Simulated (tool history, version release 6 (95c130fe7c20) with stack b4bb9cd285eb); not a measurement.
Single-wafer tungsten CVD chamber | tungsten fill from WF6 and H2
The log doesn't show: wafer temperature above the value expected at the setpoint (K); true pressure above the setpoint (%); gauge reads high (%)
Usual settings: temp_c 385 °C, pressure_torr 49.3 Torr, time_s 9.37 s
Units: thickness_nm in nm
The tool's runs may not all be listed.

run   hour  temp_c  pressure_torr  time_s  wafers since the last listed run  hours since the last thermocouple change  hours since the last manometer calibration  hours since the showerhead was replaced  hours since the gauge calibration  read-back reference wafer on the same gauge, thickness_nm  thickness_nm
  1      0     385           49.3    9.37                                 0                                      1536                                       936.1                                   2843.8                              470.2                                                     27.862        25.188
  2   26.8     385           49.3    9.37                               486                                    1562.8                                       962.9                                   2870.6                                497                                                     27.891        24.987
  3   58.4     385           49.3    8.39                               573                                    1594.4                                       994.5                                   2902.2                              528.6                                                     27.838        22.562
  4     93     385           49.3    8.39                               627                                      1629                                      1029.1                                   2936.8                              563.2                                                     27.842        22.578
  5  126.5     374           43.8    9.37                               607                                    1662.5                                      1062.6                                   2970.3                              596.7                                                     27.907        19.104
  6  140.1     374           43.8    9.37                               246                                    1676.1                                      1076.2                                   2983.9                              610.3                                                     27.964        19.063
  7    159     385           49.3    9.37                               342                                      1695                                      1095.1                                   3002.8                              629.2                                                     27.889        25.027
  8  193.4     385           49.3    9.37                               624                                    1729.4                                      1129.5                                   3037.2                              663.6                                                     27.905        24.925
  9  212.4     385           46.1    9.37                               344                                    1748.4                                      1148.5                                   3056.2                              682.6                                                     27.931        24.176
 10  234.1     385           46.2    9.37                               393                                    1770.1                                      1170.2                                   3077.9                              704.3                                                     27.887        24.312
 11  263.8     385           46.2    9.37                               538                                    1799.8                                      1199.9                                   3107.6                                734                                                     27.876        24.451
 12  280.7     385           49.3    9.37                               306                                    1816.7                                      1216.8                                   3124.5                              750.9                                                     27.936        25.396
 13  294.5     385           49.3    9.37                               250                                    1830.5                                      1230.6                                   3138.3                              764.7                                                     27.891        24.882
       335  -- capacitance manometer re-zeroed and calibrated
 14  352.5     385           49.3    9.37                               907                                    1888.5                                        17.5                                   3196.3                              822.7                                                      27.89        25.152
 15  371.4     385           49.3   10.05                               342                                    1907.4                                        36.4                                   3215.2                              841.6                                                     27.838          27.1
     425.9  -- gauge calibrated
     454.1  -- thermocouple changed; heater temperature recalibrated
 16  454.6     385           49.3    9.37                              1364                                       0.5                                       119.6                                   3298.4                               28.7                                                     27.874        25.091
 17  463.2     385           57.9    8.39                               156                                       9.1                                       128.2                                     3307                               37.3                                                     27.956        24.101

Forecast run 18:
 18  492.7     385           49.3    9.37                               535                                      38.6                                       157.7                                   3336.5                               66.8                                                          ?             ?

{"run 18": {"read-back reference wafer on the same gauge, thickness_nm": 27.979, "thickness_nm": 25.188}}
Without the tool's hidden state the same run would have given thickness_nm 25.188 nm.
